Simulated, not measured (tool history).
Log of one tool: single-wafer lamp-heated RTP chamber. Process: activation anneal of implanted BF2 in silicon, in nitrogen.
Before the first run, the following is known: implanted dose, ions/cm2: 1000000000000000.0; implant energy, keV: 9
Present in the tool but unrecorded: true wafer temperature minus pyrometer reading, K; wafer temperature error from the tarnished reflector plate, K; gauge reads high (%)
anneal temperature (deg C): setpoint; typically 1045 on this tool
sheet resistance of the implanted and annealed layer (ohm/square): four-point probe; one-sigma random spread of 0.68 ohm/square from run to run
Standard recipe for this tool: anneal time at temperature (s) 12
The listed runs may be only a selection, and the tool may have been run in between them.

run,day,anneal temperature (deg C),anneal time at temperature (s),wafers since the last listed run,wafers since the last pyrometer calibration,wafers since the reflector plate was cleaned,hours since the gauge calibration,"read-back reference wafer on the same gauge, sheet resistance",sheet resistance of the implanted and annealed layer (ohm/square)
1,0.000,1045,16,0,7502,11537,71.0,224.84,181.67
2,0.738,1045,16,467,7969,12004,88.7,225.02,182.73
3,1.317,1045,12,366,8335,12371,102.6,224.96,190.03
4,1.883,1045,12,358,8694,12729,116.2,224.93,188.41
5,2.629,1045,12,472,9167,13202,134.1,225.07,189.40
# day 3.325: pyrometer window cleaned and pyrometer calibrated
6,3.346,1045,12,242,12,13445,151.3,224.92,195.07
7,3.517,1045,12,108,120,13553,155.4,225.27,195.01
8,3.775,1045,12,163,284,13716,161.6,224.94,195.39
9,4.050,1020,12,174,458,13890,168.2,225.10,231.89
# day 4.492: gauge calibrated
# day 5.029: reflector plate cleaned
10,5.050,1033,9,422,880,13,13.4,224.98,233.61
11,5.388,1037,15,213,1094,227,21.5,225.42,204.55
12,5.879,1016,12,311,1405,538,33.3,225.26,252.51
13,6.433,1045,12,350,1756,889,46.6,225.04,199.06
14,6.921,1026,6,308,2065,1198,58.3,225.34,268.75

Subtracting, for every run, the result it would have given without the tool's unlogged condition from the measured result gives the following. The same run-to-run variation enters both numbers; the gauge's scatter may not:
run,sheet resistance of the implanted and annealed layer (ohm/square)
1,-14.62
2,-15.27
3,-16.95
4,-17.24
5,-17.90
6,-10.95
7,-11.37
8,-12.01
9,-20.73
10,-7.94
11,-6.27
12,-10.20
13,-6.97
14,-12.02
